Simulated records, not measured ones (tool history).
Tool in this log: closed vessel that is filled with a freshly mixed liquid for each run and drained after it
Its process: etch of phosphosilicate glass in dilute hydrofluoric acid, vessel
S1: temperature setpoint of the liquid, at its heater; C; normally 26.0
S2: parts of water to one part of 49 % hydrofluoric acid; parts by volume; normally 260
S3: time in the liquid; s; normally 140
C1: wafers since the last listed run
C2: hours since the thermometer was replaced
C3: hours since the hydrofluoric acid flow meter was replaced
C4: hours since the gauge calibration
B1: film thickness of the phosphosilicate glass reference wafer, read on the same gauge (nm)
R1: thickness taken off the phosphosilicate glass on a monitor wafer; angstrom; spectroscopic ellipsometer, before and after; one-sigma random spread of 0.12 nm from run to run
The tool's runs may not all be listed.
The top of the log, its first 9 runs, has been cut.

{"run": 10, "day": 4.854, "S1": 26.0, "S2": 260, "S3": 140, "C1": 1438, "C2": 513.9, "C3": 1956.2, "C4": 95.6, "B1": 89.99, "R1": 399.7}
{"day": 4.958, "done": "thermometer replaced"}
{"run": 11, "day": 5.167, "S1": 26.0, "S2": 260, "S3": 140, "C1": 736, "C2": 5.0, "C3": 1963.7, "C4": 103.1, "B1": 89.98, "R1": 397.3}
{"day": 5.446, "done": "hydrofluoric acid flow meter replaced"}
{"run": 12, "day": 5.679, "S1": 22.5, "S2": 155, "S3": 75, "C1": 1280, "C2": 17.3, "C3": 5.6, "C4": 115.4, "B1": 89.97, "R1": 352.2}
{"run": 13, "day": 6.283, "S1": 26.0, "S2": 260, "S3": 140, "C1": 1642, "C2": 31.8, "C3": 20.1, "C4": 129.9, "B1": 90.0, "R1": 398.9}
{"run": 14, "day": 6.796, "S1": 26.0, "S2": 260, "S3": 140, "C1": 1393, "C2": 44.1, "C3": 32.4, "C4": 142.2, "B1": 89.98, "R1": 399.1}
{"run": 15, "day": 7.271, "S1": 26.0, "S2": 345, "S3": 80, "C1": 1291, "C2": 55.5, "C3": 43.8, "C4": 153.6, "B1": 90.01, "R1": 158.1}
{"run": 16, "day": 7.771, "S1": 21.5, "S2": 365, "S3": 65, "C1": 1359, "C2": 67.5, "C3": 55.8, "C4": 165.6, "B1": 90.03, "R1": 102.2}
{"run": 17, "day": 8.312, "S1": 28.5, "S2": 260, "S3": 195, "C1": 1472, "C2": 80.5, "C3": 68.8, "C4": 178.6, "B1": 89.98, "R1": 608.4}
{"run": 18, "day": 8.583, "S1": 21.5, "S2": 135, "S3": 70, "C1": 736, "C2": 87.0, "C3": 75.3, "C4": 185.1, "B1": 90.02, "R1": 371.5}
{"run": 19, "day": 9.217, "S1": 22.0, "S2": 330, "S3": 100, "C1": 1721, "C2": 102.2, "C3": 90.5, "C4": 200.3, "B1": 90.02, "R1": 182.7}
{"run": 20, "day": 9.904, "S1": 23.0, "S2": 175, "S3": 185, "C1": 1869, "C2": 118.7, "C3": 107.0, "C4": 216.8, "B1": 89.99, "R1": 769.7}
{"run": 21, "day": 10.304, "S1": 24.5, "S2": 260, "S3": 105, "C1": 1087, "C2": 128.3, "C3": 116.6, "C4": 226.4, "B1": 89.98, "R1": 284.3}
{"run": 22, "day": 10.662, "S1": 21.0, "S2": 165, "S3": 100, "C1": 974, "C2": 136.9, "C3": 125.2, "C4": 235.0, "B1": 90.01, "R1": 412.4}
{"run": 23, "day": 11.146, "S1": 26.0, "S2": 175, "S3": 95, "C1": 1314, "C2": 148.5, "C3": 136.8, "C4": 246.6, "B1": 89.99, "R1": 440.3}
{"run": 24, "day": 11.525, "S1": 26.0, "S2": 160, "S3": 215, "C1": 1030, "C2": 157.6, "C3": 145.9, "C4": 255.7, "B1": 89.99, "R1": 1114.4}
{"run": 25, "day": 11.85, "S1": 23.5, "S2": 195, "S3": 90, "C1": 883, "C2": 165.4, "C3": 153.7, "C4": 263.5, "B1": 90.01, "R1": 335.3}
{"day": 12.308, "done": "gauge calibrated"}
{"run": 26, "day": 12.517, "S1": 24.5, "S2": 360, "S3": 140, "C1": 1812, "C2": 181.4, "C3": 169.7, "C4": 5.0, "B1": 89.96, "R1": 246.4}
{"run": 27, "day": 13.183, "S1": 26.0, "S2": 360, "S3": 170, "C1": 1812, "C2": 197.4, "C3": 185.7, "C4": 21.0, "B1": 89.97, "R1": 318.0}
{"run": 28, "day": 13.929, "S1": 26.0, "S2": 140, "S3": 95, "C1": 2027, "C2": 215.3, "C3": 203.6, "C4": 38.9, "B1": 89.99, "R1": 576.1}
{"run": 29, "day": 14.571, "S1": 29.5, "S2": 260, "S3": 140, "C1": 1744, "C2": 230.7, "C3": 219.0, "C4": 54.3, "B1": 89.99, "R1": 449.8}
{"run": 30, "day": 15.254, "S1": 24.0, "S2": 345, "S3": 65, "C1": 1857, "C2": 247.1, "C3": 235.4, "C4": 70.7, "B1": 90.05, "R1": 119.9}
{"run": 31, "day": 15.583, "S1": 26.0, "S2": 260, "S3": 140, "C1": 894, "C2": 255.0, "C3": 243.3, "C4": 78.6, "B1": 89.98, "R1": 399.3}
{"run": 32, "day": 16.075, "S1": 30.0, "S2": 325, "S3": 140, "C1": 1336, "C2": 266.8, "C3": 255.1, "C4": 90.4, "B1": 89.97, "R1": 340.8}

4 ways to go on from here, each from the tool as it stands after run 32. What would each give?
{"run": "A", "day": 16.104, "S1": 26.0, "S2": 260, "S3": 140, "C1": 79, "C2": 267.5, "C3": 255.8, "C4": 91.1, "B1": "?", "R1": "?"}
{"run": "B", "day": 16.104, "S1": 22.0, "S2": 180, "S3": 190, "C1": 79, "C2": 267.5, "C3": 255.8, "C4": 91.1, "B1": "?", "R1": "?"}
{"run": "C", "day": 16.104, "S1": 30.0, "S2": 260, "S3": 80, "C1": 79, "C2": 267.5, "C3": 255.8, "C4": 91.1, "B1": "?", "R1": "?"}
{"run": "D", "day": 16.104, "S1": 26.0, "S2": 195, "S3": 210, "C1": 79, "C2": 267.5, "C3": 255.8, "C4": 91.1, "B1": "?", "R1": "?"}

run=A B1=90.02 R1=401.1
run=B B1=90.02 R1=739.2
run=C B1=90.02 R1=262.5
run=D B1=90.02 R1=861.1
With the hidden condition removed and each run's random variation left untouched, the same runs would have given:
run=A R1=401.1
run=B R1=739.2
run=C R1=262.5
run=D R1=861.1
